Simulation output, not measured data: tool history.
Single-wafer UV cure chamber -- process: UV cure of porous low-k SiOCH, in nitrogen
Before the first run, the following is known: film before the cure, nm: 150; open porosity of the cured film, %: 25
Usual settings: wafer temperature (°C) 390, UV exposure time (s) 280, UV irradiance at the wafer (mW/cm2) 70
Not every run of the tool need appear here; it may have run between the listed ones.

run	hour	wafer temperature (°C)	UV exposure time (s)	UV irradiance at the wafer (mW/cm2)	wafers since the last listed run	hours since the UV bulbs were replaced	wafers since the quartz window was cleaned	loss of film thickness in the cure (%)
1	0	390	280	70	0	832.1	36	13.257
2	60.8	390	280	70	253	892.9	289	13.264
3	139.8	390	365	70	329	971.9	619	14.255
4	229.5	390	365	70	374	1061.6	993	14.105
5	396.5	390	365	70	696	1228.6	1689	13.854
6	443.4	390	280	70	195	1275.5	1885	12.297
# hour 473.5: quartz window cleaned
7	481.6	390	280	70	125	1313.7	33	13.205
8	535.7	390	280	70	225	1367.8	259	13.264
9	595.9	390	280	70	251	1428	510	12.903
10	678.2	390	280	70	343	1510.3	853	12.899
11	744.8	375	205	70	277	1576.9	1131	10.766
12	797.4	375	205	70	219	1629.5	1350	10.918
13	884.8	375	205	70	364	1716.9	1715	10.697
# hour 948.3: quartz window cleaned
14	948.8	390	225	70	233	1780.9	2	12.17
15	1023.7	390	225	70	312	1855.8	314	11.885
16	1098.2	409	235	55	310	1930.3	624	11.034
17	1278.1	381	280	40	750	2110.2	1375	9.89
18	1374	381	140	70	399	2206.1	1774	8.683
# hour 1440.4: quartz window cleaned
19	1547.7	390	280	70	690	2379.8	447	12.854
20	1830.4	390	280	70	1178	2662.5	1626	12.3
# hour 1842.6: UV bulbs replaced
21	1905.5	390	220	94	279	62.9	1905	12.213
# hour 1945.1: quartz window cleaned
22	1987	390	230	82	306	144.4	174	12.911
23	2028.7	390	280	70	173	186.1	348	13.34
24	2065.3	390	160	70	152	222.7	501	10.277
25	2107.8	390	365	52	177	265.2	678	12.911
26	2172.5	401	280	80	269	329.9	948	13.506
27	2235.4	390	280	109	262	392.8	1210	14.957
28	2282.6	381	140	70	196	440	1407	9.327
29	2389.2	402	345	70	444	546.6	1851	13.668
# hour 2449.2: quartz window cleaned
30	2449.7	390	280	46	218	607.1	2	11.015
31	2516.4	390	280	59	278	673.8	280	12.263

Here are 4 independent what-if runs from the current tool condition. What would each one return?
A	2516.9	390	280	70	2	674.3	282	?
B	2516.9	381	280	70	2	674.3	282	?
C	2516.9	390	280	40	2	674.3	282	?
D	2516.9	376	390	60	2	674.3	282	?

run	loss of film thickness in the cure (%)
A	13.077
B	12.895
C	10.339
D	13.688
Had the tool no hidden state, the same runs would have come out as:
run	loss of film thickness in the cure (%)
A	13.31
B	13.127
C	10.559
D	13.924

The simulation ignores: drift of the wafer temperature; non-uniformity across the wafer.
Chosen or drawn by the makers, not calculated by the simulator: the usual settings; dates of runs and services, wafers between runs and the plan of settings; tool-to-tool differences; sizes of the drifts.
